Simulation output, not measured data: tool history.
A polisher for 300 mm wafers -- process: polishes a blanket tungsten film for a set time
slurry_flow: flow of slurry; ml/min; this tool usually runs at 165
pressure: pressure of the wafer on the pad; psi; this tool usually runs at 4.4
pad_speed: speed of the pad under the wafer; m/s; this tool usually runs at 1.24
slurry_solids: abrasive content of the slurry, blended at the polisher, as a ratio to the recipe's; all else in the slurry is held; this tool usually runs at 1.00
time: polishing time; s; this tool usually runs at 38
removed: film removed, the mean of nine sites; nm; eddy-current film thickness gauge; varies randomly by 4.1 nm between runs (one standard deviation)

run	hour	slurry_flow	pressure	pad_speed	slurry_solids	time	wafers since the last listed run	wafers polished on this pad	hours since the slurry nozzle was cleaned	hours since the head pressure was calibrated	hours since the slurry blender was calibrated	hours since the slurry got fresh peroxide	incoming thickness of the incoming film, nm	removed
1	0.0	165	4.4	1.24	1.00	38	0	805	309.0	457.3	14.4	12.7	750.6	278.1
2	30.7	165	4.4	1.24	1.00	38	340	1145	339.7	488.0	45.1	43.4	767.0	278.0
3	48.2	165	4.4	1.24	1.00	38	194	1339	357.2	505.5	62.6	60.9	742.6	279.9
4	60.6	165	4.4	1.24	1.00	38	137	1477	369.6	517.9	75.0	73.3	753.2	275.4
5	90.8	165	4.4	1.24	1.00	38	334	1812	399.8	548.1	105.2	103.5	753.7	288.7
# hour 107.3: worn pad replaced by a new one
6	115.7	165	4.4	1.24	1.00	38	231	92	424.7	573.0	130.1	128.4	753.9	281.2
7	131.1	165	4.4	1.24	1.00	38	170	263	440.1	588.4	145.5	143.8	746.0	278.1
8	143.6	165	4.4	1.24	1.00	38	138	401	452.6	600.9	158.0	156.3	739.5	275.4
# hour 166.1: slurry tank refilled with fresh slurry and peroxide
9	236.7	165	4.4	1.24	0.85	38	1021	1423	545.7	694.0	251.1	70.6	754.5	250.3
# hour 246.2: slurry nozzle cleaned
# hour 262.9: worn pad replaced by a new one
10	263.4	165	4.4	1.24	0.85	38	240	5	17.2	720.7	277.8	97.3	749.4	254.0
11	284.0	165	4.4	1.24	0.85	38	228	234	37.8	741.3	298.4	117.9	761.9	245.5
# hour 301.9: slurry blender recalibrated
# hour 344.7: slurry tank refilled with fresh slurry and peroxide
# hour 346.9: head pressure recalibrated
12	391.5	165	4.4	1.24	1.15	38	1136	1370	145.3	44.6	89.6	46.8	755.9	288.4
13	426.3	165	4.4	1.24	1.00	38	385	1756	180.1	79.4	124.4	81.6	748.8	281.7
14	442.3	165	4.4	1.24	1.25	38	177	1934	196.1	95.4	140.4	97.6	763.4	298.8
# hour 452.8: worn pad replaced by a new one
15	457.4	150	3.3	1.24	1.00	38	123	51	211.2	110.5	155.5	112.7	753.1	204.7
16	495.6	165	4.4	1.24	1.00	38	423	474	249.4	148.7	193.7	150.9	749.5	274.6
# hour 517.3: slurry tank refilled with fresh slurry and peroxide
17	534.9	165	4.4	1.24	0.90	44	424	899	288.7	188.0	233.0	17.6	750.1	297.7
18	570.0	165	4.4	1.56	1.20	38	389	1288	323.8	223.1	268.1	52.7	759.9	342.0
19	588.5	165	4.4	1.24	1.00	38	205	1493	342.3	241.6	286.6	71.2	740.2	263.2
# hour 608.3: worn pad replaced by a new one
20	615.3	165	4.4	1.24	0.90	44	252	77	369.1	268.4	313.4	98.0	749.7	288.6
21	637.6	165	4.4	1.24	0.90	38	247	325	391.4	290.7	335.7	120.3	751.4	246.9
22	654.4	205	4.4	1.24	0.80	32	186	511	408.2	307.5	352.5	137.1	736.1	201.5
# hour 665.3: slurry blender recalibrated
# hour 669.1: slurry tank refilled with fresh slurry and peroxide
23	673.4	165	4.4	1.24	1.00	38	177	688	427.2	326.5	8.1	4.3	749.8	289.9
24	689.4	165	4.4	1.24	1.00	38	177	866	443.2	342.5	24.1	20.3	750.5	277.8
25	741.7	185	5.4	1.24	1.15	27	579	1446	495.5	394.8	76.4	72.6	747.6	250.3
# hour 791.3: worn pad replaced by a new one
26	835.1	165	4.4	1.58	1.00	38	991	485	588.9	488.2	169.8	166.0	737.2	350.6
# hour 836.5: slurry nozzle cleaned
27	856.3	190	4.4	1.24	1.25	38	223	709	19.8	509.4	191.0	187.2	744.6	293.5

Alternative continuations, all from the tool just after run 27; predict every row:
A	856.7	225	4.4	1.24	1.00	38	4	713	20.2	509.8	191.4	187.6	748.2	?
B	856.7	165	4.4	1.24	1.20	38	4	713	20.2	509.8	191.4	187.6	748.2	?
C	856.7	165	5.2	1.24	1.00	38	4	713	20.2	509.8	191.4	187.6	748.2	?

run	removed
A	280.9
B	285.6
C	320.2
The same runs, with their run-to-run variation unchanged, on a tool lacking any hidden condition would have given:
run	removed
A	289.4
B	294.4
C	329.9
